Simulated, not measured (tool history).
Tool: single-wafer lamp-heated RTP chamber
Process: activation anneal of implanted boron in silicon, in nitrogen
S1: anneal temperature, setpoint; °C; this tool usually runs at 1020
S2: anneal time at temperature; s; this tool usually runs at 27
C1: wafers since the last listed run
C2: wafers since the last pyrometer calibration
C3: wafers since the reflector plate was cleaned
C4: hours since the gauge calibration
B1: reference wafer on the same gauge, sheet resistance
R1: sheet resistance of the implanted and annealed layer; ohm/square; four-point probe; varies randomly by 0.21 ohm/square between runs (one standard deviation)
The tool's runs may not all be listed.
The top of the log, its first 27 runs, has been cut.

{"run": 28, "hour": 1742.0, "S1": 1033, "S2": 27, "C1": 582, "C2": 3310, "C3": 10483, "C4": 1439.9, "B1": 120.03, "R1": 121.15}
{"run": 29, "hour": 1837.8, "S1": 1020, "S2": 27, "C1": 817, "C2": 4128, "C3": 11301, "C4": 1535.7, "B1": 119.97, "R1": 122.1}
{"hour": 1848.6, "done": "gauge calibrated"}
{"run": 30, "hour": 1930.8, "S1": 1020, "S2": 27, "C1": 794, "C2": 4922, "C3": 12095, "C4": 82.2, "B1": 120.01, "R1": 122.16}
{"run": 31, "hour": 2009.4, "S1": 1020, "S2": 27, "C1": 671, "C2": 5593, "C3": 12766, "C4": 160.8, "B1": 120, "R1": 121.81}
{"run": 32, "hour": 2060.2, "S1": 1046, "S2": 21, "C1": 433, "C2": 6026, "C3": 13200, "C4": 211.6, "B1": 120.02, "R1": 120.43}
{"hour": 2075.4, "done": "pyrometer window cleaned and pyrometer calibrated"}
{"hour": 2283.9, "done": "reflector plate cleaned"}
{"run": 33, "hour": 2366.1, "S1": 1020, "S2": 27, "C1": 2475, "C2": 2413, "C3": 701, "C4": 517.5, "B1": 120, "R1": 122.64}
{"run": 34, "hour": 2430.9, "S1": 1020, "S2": 27, "C1": 553, "C2": 2967, "C3": 1254, "C4": 582.3, "B1": 119.98, "R1": 122.81}
{"run": 35, "hour": 2485.7, "S1": 1006, "S2": 27, "C1": 467, "C2": 3434, "C3": 1722, "C4": 637.1, "B1": 120.04, "R1": 123.96}

Each row is a separate what-if for the run after 35, all from the same tool condition, not one after another. Results?
{"run": "A", "hour": 2486.1, "S1": 1020, "S2": 11, "C1": 3, "C2": 3438, "C3": 1726, "C4": 637.5, "B1": "?", "R1": "?"}
{"run": "B", "hour": 2486.1, "S1": 1009, "S2": 27, "C1": 3, "C2": 3438, "C3": 1726, "C4": 637.5, "B1": "?", "R1": "?"}
{"run": "C", "hour": 2486.1, "S1": 1020, "S2": 15, "C1": 3, "C2": 3438, "C3": 1726, "C4": 637.5, "B1": "?", "R1": "?"}
{"run": "D", "hour": 2486.1, "S1": 993, "S2": 19, "C1": 3, "C2": 3438, "C3": 1726, "C4": 637.5, "B1": "?", "R1": "?"}
{"run": "E", "hour": 2486.1, "S1": 996, "S2": 33, "C1": 3, "C2": 3438, "C3": 1726, "C4": 637.5, "B1": "?", "R1": "?"}

run=A B1=120.01 R1=123.64
run=B B1=120.01 R1=123.88
run=C B1=120.01 R1=123.26
run=D B1=120.01 R1=128.89
run=E B1=120.01 R1=126.14
With the hidden condition removed and each run's random variation left untouched, the same runs would have given:
run=A R1=123.8
run=B R1=124.06
run=C R1=123.4
run=D R1=129.38
run=E R1=126.47
